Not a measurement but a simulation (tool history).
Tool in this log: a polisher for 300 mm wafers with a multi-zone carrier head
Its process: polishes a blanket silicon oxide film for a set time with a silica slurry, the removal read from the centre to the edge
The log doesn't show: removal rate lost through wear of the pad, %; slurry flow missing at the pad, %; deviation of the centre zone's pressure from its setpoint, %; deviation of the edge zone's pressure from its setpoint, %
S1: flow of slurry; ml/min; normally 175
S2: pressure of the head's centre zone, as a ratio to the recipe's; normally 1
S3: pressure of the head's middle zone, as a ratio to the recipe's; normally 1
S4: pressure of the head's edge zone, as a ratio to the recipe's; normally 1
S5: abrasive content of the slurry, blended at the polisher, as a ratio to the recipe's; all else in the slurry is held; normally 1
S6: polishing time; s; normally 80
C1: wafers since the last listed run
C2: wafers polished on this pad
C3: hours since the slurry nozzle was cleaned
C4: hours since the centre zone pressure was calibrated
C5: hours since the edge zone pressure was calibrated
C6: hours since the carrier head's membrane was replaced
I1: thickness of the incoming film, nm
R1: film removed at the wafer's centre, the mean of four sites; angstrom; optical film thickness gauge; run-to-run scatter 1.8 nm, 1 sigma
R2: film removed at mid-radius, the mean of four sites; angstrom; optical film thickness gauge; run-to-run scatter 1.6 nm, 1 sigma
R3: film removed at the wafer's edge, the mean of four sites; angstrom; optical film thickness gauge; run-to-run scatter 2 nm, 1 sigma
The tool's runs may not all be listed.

| run | hour | S1 | S2 | S3 | S4 | S5 | S6 | C1 | C2 | C3 | C4 | C5 | C6 | I1 | R1 | R2 | R3 |
|---|---|---|---|---|---|---|---|---|---|---|---|---|---|---|---|---|---|
| 1 | 0 | 175 | 1 | 1 | 1 | 1 | 80 | 0 | 3522 | 90.4 | 86.8 | 389.3 | 817.6 | 1427.5 | 1809 | 1789 | 1769 |
|  | 38.7 | worn pad replaced by a new one |
| 2 | 51.7 | 175 | 1 | 1 | 1 | 1 | 80 | 527 | 144 | 142.1 | 138.5 | 441 | 869.3 | 1398.4 | 1872 | 1802 | 1745 |
| 3 | 110.9 | 175 | 1 | 1 | 1 | 1 | 80 | 655 | 799 | 201.3 | 197.7 | 500.2 | 928.5 | 1401.9 | 1867 | 1797 | 1738 |
|  | 115.6 | edge zone pressure recalibrated |
| 4 | 162.1 | 175 | 1 | 1 | 1 | 0.75 | 88 | 544 | 1343 | 252.5 | 248.9 | 46.5 | 979.7 | 1432.7 | 1687 | 1624 | 1562 |
| 5 | 197.9 | 175 | 0.95 | 1 | 1 | 1 | 80 | 396 | 1740 | 288.3 | 284.7 | 82.3 | 1015.5 | 1439.8 | 1801 | 1817 | 1773 |
| 6 | 228.1 | 175 | 1 | 1 | 1 | 1 | 101 | 334 | 2074 | 318.5 | 314.9 | 112.5 | 1045.7 | 1395.1 | 2379 | 2309 | 2252 |
|  | 248.5 | slurry nozzle cleaned |
|  | 345.2 | centre zone pressure recalibrated |
| 7 | 381.1 | 175 | 1 | 1 | 1 | 1 | 80 | 1659 | 3734 | 132.6 | 35.9 | 265.5 | 1198.7 | 1419 | 1790 | 1794 | 1778 |
| 8 | 420.9 | 175 | 1 | 1 | 1 | 1 | 80 | 440 | 4174 | 172.4 | 75.7 | 305.3 | 1238.5 | 1427.2 | 1818 | 1786 | 1758 |
|  | 432.9 | worn pad replaced by a new one |
| 9 | 459.8 | 175 | 1 | 1.08 | 1 | 1.25 | 56 | 386 | 298 | 211.3 | 114.6 | 344.2 | 1277.4 | 1400.9 | 1436 | 1516 | 1371 |
| 10 | 508 | 175 | 1 | 1 | 1 | 1 | 80 | 533 | 831 | 259.5 | 162.8 | 392.4 | 1325.6 | 1413.9 | 1836 | 1773 | 1749 |
| 11 | 557.4 | 175 | 1 | 1 | 0.91 | 1 | 80 | 546 | 1378 | 308.9 | 212.2 | 441.8 | 1375 | 1398 | 1856 | 1827 | 1657 |
|  | 570.1 | slurry nozzle cleaned |
|  | 590 | carrier head's membrane replaced by a new one, of another model than before |
| 12 | 612.5 | 175 | 1.04 | 0.9 | 1.03 | 1 | 101 | 543 | 1921 | 42.4 | 267.3 | 496.9 | 22.5 | 1423.1 | 2346 | 1978 | 2206 |
|  | 640.3 | edge zone pressure recalibrated |
| 13 | 679.9 | 175 | 1 | 1 | 1 | 1 | 89 | 723 | 2645 | 109.8 | 334.7 | 39.6 | 89.9 | 1411.7 | 2041 | 2024 | 1912 |
| 14 | 708.1 | 175 | 1 | 1 | 1 | 1 | 80 | 312 | 2957 | 138 | 362.9 | 67.8 | 118.1 | 1432.7 | 1847 | 1834 | 1738 |
| 15 | 763.4 | 175 | 1.07 | 1 | 1 | 1 | 87 | 611 | 3569 | 193.3 | 418.2 | 123.1 | 173.4 | 1400 | 2044 | 1967 | 1898 |
|  | 830.8 | worn pad replaced by a new one |
| 16 | 836.4 | 175 | 1 | 1 | 1.1 | 1 | 80 | 763 | 61 | 266.3 | 491.2 | 196.1 | 246.4 | 1422.5 | 1847 | 1805 | 1834 |
|  | 887 | centre zone pressure recalibrated |
| 17 | 892.1 | 175 | 0.89 | 1 | 1 | 1 | 80 | 594 | 656 | 322 | 5.1 | 251.8 | 302.1 | 1430.6 | 1650 | 1826 | 1738 |
| 18 | 916.5 | 175 | 0.95 | 0.9 | 1 | 1.1 | 94 | 270 | 926 | 346.4 | 29.5 | 276.2 | 326.5 | 1445 | 2190 | 1941 | 2171 |
|  | 942.9 | slurry nozzle cleaned |
| 19 | 956.9 | 175 | 1 | 1 | 1 | 1 | 80 | 436 | 1362 | 14 | 69.9 | 316.6 | 366.9 | 1404.9 | 1825 | 1848 | 1754 |
| 20 | 1028.2 | 175 | 1 | 1 | 0.94 | 1.15 | 80 | 789 | 2151 | 85.3 | 141.2 | 387.9 | 438.2 | 1412.2 | 1967 | 1996 | 1867 |

Each row is a separate what-if for the run after 20, all from the same tool condition, not one after another. Results?
| A | 1028.6 | 175 | 1 | 0.95 | 1 | 1 | 80 | 4 | 2155 | 85.7 | 141.6 | 388.3 | 438.6 | 1426.9 | ? | ? | ? |
| B | 1028.6 | 145 | 1 | 1 | 1 | 1 | 80 | 4 | 2155 | 85.7 | 141.6 | 388.3 | 438.6 | 1426.9 | ? | ? | ? |
| C | 1028.6 | 175 | 1.09 | 1.04 | 1 | 0.8 | 80 | 4 | 2155 | 85.7 | 141.6 | 388.3 | 438.6 | 1426.9 | ? | ? | ? |
| D | 1028.6 | 215 | 1 | 1 | 1 | 0.8 | 80 | 4 | 2155 | 85.7 | 141.6 | 388.3 | 438.6 | 1426.9 | ? | ? | ? |
| E | 1028.6 | 175 | 1 | 1 | 1 | 1 | 102 | 4 | 2155 | 85.7 | 141.6 | 388.3 | 438.6 | 1426.9 | ? | ? | ? |

| run | R1 | R2 | R3 |
|---|---|---|---|
| A | 1837 | 1682 | 1711 |
| B | 1799 | 1765 | 1686 |
| C | 1648 | 1619 | 1463 |
| D | 1609 | 1571 | 1486 |
| E | 2343 | 2293 | 2180 |
The same runs, with their run-to-run variation unchanged, on a tool lacking any hidden condition would have given:
| run | R1 | R2 | R3 |
|---|---|---|---|
| A | 1803 | 1683 | 1711 |
| B | 1766 | 1765 | 1686 |
| C | 1618 | 1619 | 1463 |
| D | 1579 | 1571 | 1486 |
| E | 2300 | 2293 | 2180 |
